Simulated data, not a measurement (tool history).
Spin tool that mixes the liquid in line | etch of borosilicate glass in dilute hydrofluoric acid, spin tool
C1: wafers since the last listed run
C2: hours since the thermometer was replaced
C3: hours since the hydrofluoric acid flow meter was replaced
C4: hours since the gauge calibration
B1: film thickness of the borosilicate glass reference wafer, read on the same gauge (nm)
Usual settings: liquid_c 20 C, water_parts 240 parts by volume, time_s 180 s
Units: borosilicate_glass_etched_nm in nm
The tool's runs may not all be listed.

run 1 hour=0 | liquid_c=20 water_parts=240 time_s=250 | C1=0 C2=902.6 C3=166.1 C4=384.2 | B1=49.99 | borosilicate_glass_etched_nm=18.79
run 2 hour=83.7 | liquid_c=20 water_parts=240 time_s=250 | C1=534 C2=986.3 C3=249.8 C4=467.9 | B1=50 | borosilicate_glass_etched_nm=19.11
run 3 hour=139.1 | liquid_c=20 water_parts=240 time_s=180 | C1=353 C2=1041.7 C3=305.2 C4=523.3 | B1=50 | borosilicate_glass_etched_nm=13.53
run 4 hour=188.1 | liquid_c=20 water_parts=240 time_s=180 | C1=312 C2=1090.7 C3=354.2 C4=572.3 | B1=50 | borosilicate_glass_etched_nm=13.49
-- hour=210.6 thermometer replaced
run 5 hour=293.4 | liquid_c=20 water_parts=240 time_s=180 | C1=666 C2=82.8 C3=459.5 C4=677.6 | B1=50.01 | borosilicate_glass_etched_nm=14.37
run 6 hour=400 | liquid_c=20 water_parts=240 time_s=180 | C1=680 C2=189.4 C3=566.1 C4=784.2 | B1=50 | borosilicate_glass_etched_nm=14.16
run 7 hour=476.3 | liquid_c=20 water_parts=240 time_s=180 | C1=487 C2=265.7 C3=642.4 C4=860.5 | B1=50.01 | borosilicate_glass_etched_nm=14.2
run 8 hour=580.6 | liquid_c=20 water_parts=240 time_s=180 | C1=666 C2=370 C3=746.7 C4=964.8 | B1=50.01 | borosilicate_glass_etched_nm=14.13
run 9 hour=641.7 | liquid_c=20 water_parts=240 time_s=180 | C1=390 C2=431.1 C3=807.8 C4=1025.9 | B1=49.99 | borosilicate_glass_etched_nm=14.07
run 10 hour=687.8 | liquid_c=20 water_parts=240 time_s=180 | C1=294 C2=477.2 C3=853.9 C4=1072 | B1=50.02 | borosilicate_glass_etched_nm=14.01
run 11 hour=743.2 | liquid_c=20 water_parts=240 time_s=180 | C1=353 C2=532.6 C3=909.3 C4=1127.4 | B1=49.99 | borosilicate_glass_etched_nm=13.92
run 12 hour=834.4 | liquid_c=20 water_parts=240 time_s=180 | C1=582 C2=623.8 C3=1000.5 C4=1218.6 | B1=50.01 | borosilicate_glass_etched_nm=13.73
run 13 hour=896 | liquid_c=20 water_parts=240 time_s=180 | C1=393 C2=685.4 C3=1062.1 C4=1280.2 | B1=50 | borosilicate_glass_etched_nm=13.81
-- hour=971 hydrofluoric acid flow meter replaced
run 14 hour=978.2 | liquid_c=21.5 water_parts=240 time_s=180 | C1=518 C2=767.6 C3=7.2 C4=1362.4 | B1=50 | borosilicate_glass_etched_nm=14.56
-- hour=1042.6 gauge calibrated
run 15 hour=1075.3 | liquid_c=21.5 water_parts=240 time_s=180 | C1=620 C2=864.7 C3=104.3 C4=32.7 | B1=50.01 | borosilicate_glass_etched_nm=14.45
-- hour=1135.5 thermometer replaced
run 16 hour=1166.1 | liquid_c=21.5 water_parts=240 time_s=180 | C1=573 C2=30.6 C3=195.1 C4=123.5 | B1=50.02 | borosilicate_glass_etched_nm=15.2
run 17 hour=1261.6 | liquid_c=20 water_parts=240 time_s=180 | C1=609 C2=126.1 C3=290.6 C4=219 | B1=49.99 | borosilicate_glass_etched_nm=14.3
run 18 hour=1299.1 | liquid_c=23 water_parts=190 time_s=260 | C1=239 C2=163.6 C3=328.1 C4=256.5 | B1=50 | borosilicate_glass_etched_nm=30.96
run 19 hour=1338.8 | liquid_c=18.5 water_parts=280 time_s=260 | C1=253 C2=203.3 C3=367.8 C4=296.2 | B1=49.99 | borosilicate_glass_etched_nm=16.33
run 20 hour=1439.9 | liquid_c=20 water_parts=240 time_s=260 | C1=645 C2=304.4 C3=468.9 C4=397.3 | B1=49.99 | borosilicate_glass_etched_nm=20.47
run 21 hour=1553.5 | liquid_c=20 water_parts=165 time_s=115 | C1=725 C2=418 C3=582.5 C4=510.9 | B1=50 | borosilicate_glass_etched_nm=14.16
run 22 hour=1591 | liquid_c=24.5 water_parts=240 time_s=180 | C1=239 C2=455.5 C3=620 C4=548.4 | B1=50.02 | borosilicate_glass_etched_nm=16.61
run 23 hour=1679.3 | liquid_c=18.5 water_parts=165 time_s=180 | C1=563 C2=543.8 C3=708.3 C4=636.7 | B1=49.99 | borosilicate_glass_etched_nm=20.49
run 24 hour=1854.2 | liquid_c=17 water_parts=125 time_s=75 | C1=1116 C2=718.7 C3=883.2 C4=811.6 | B1=49.99 | borosilicate_glass_etched_nm=10.85
run 25 hour=1913.5 | liquid_c=20 water_parts=240 time_s=105 | C1=378 C2=778 C3=942.5 C4=870.9 | B1=50.02 | borosilicate_glass_etched_nm=8.03
-- hour=2047.2 hydrofluoric acid flow meter replaced
run 26 hour=2061.2 | liquid_c=22 water_parts=240 time_s=180 | C1=936 C2=925.7 C3=14 C4=1018.6 | B1=50.02 | borosilicate_glass_etched_nm=14.63
-- hour=2079.5 thermometer replaced
run 27 hour=2113.9 | liquid_c=23.5 water_parts=160 time_s=265 | C1=330 C2=34.4 C3=66.7 C4=1071.3 | B1=50 | borosilicate_glass_etched_nm=39.28
run 28 hour=2173.1 | liquid_c=22.5 water_parts=240 time_s=180 | C1=378 C2=93.6 C3=125.9 C4=1130.5 | B1=50 | borosilicate_glass_etched_nm=15.79
run 29 hour=2246.9 | liquid_c=20 water_parts=240 time_s=180 | C1=471 C2=167.4 C3=199.7 C4=1204.3 | B1=50.01 | borosilicate_glass_etched_nm=14.39
run 30 hour=2337.7 | liquid_c=20 water_parts=240 time_s=180 | C1=579 C2=258.2 C3=290.5 C4=1295.1 | B1=49.99 | borosilicate_glass_etched_nm=14.26
run 31 hour=2388.2 | liquid_c=20 water_parts=240 time_s=180 | C1=322 C2=308.7 C3=341 C4=1345.6 | B1=50.01 | borosilicate_glass_etched_nm=14.15
run 32 hour=2480.1 | liquid_c=20 water_parts=240 time_s=180 | C1=586 C2=400.6 C3=432.9 C4=1437.5 | B1=50.01 | borosilicate_glass_etched_nm=14.1
run 33 hour=2563 | liquid_c=17.5 water_parts=240 time_s=275 | C1=529 C2=483.5 C3=515.8 C4=1520.4 | B1=49.99 | borosilicate_glass_etched_nm=19.42
-- hour=2687.5 gauge calibrated
run 34 hour=2733.7 | liquid_c=20 water_parts=240 time_s=180 | C1=1090 C2=654.2 C3=686.5 C4=46.2 | B1=50.01 | borosilicate_glass_etched_nm=13.94

3 ways to go on from here, each from the tool as it stands after run 34. What would each give?
run A hour=2734.2 | liquid_c=20 water_parts=190 time_s=180 | C1=3 C2=654.7 C3=687 C4=46.7 | B1=? | borosilicate_glass_etched_nm=?
run B hour=2734.2 | liquid_c=20 water_parts=240 time_s=245 | C1=3 C2=654.7 C3=687 C4=46.7 | B1=? | borosilicate_glass_etched_nm=?
run C hour=2734.2 | liquid_c=17 water_parts=340 time_s=255 | C1=3 C2=654.7 C3=687 C4=46.7 | B1=? | borosilicate_glass_etched_nm=?

run=A B1=50.01 borosilicate_glass_etched_nm=18.42
run=B B1=50.01 borosilicate_glass_etched_nm=18.93
run=C B1=50.01 borosilicate_glass_etched_nm=11.4
Without the tool's hidden state the same runs would have given:
run=A borosilicate_glass_etched_nm=19.27
run=B borosilicate_glass_etched_nm=19.79
run=C borosilicate_glass_etched_nm=11.91

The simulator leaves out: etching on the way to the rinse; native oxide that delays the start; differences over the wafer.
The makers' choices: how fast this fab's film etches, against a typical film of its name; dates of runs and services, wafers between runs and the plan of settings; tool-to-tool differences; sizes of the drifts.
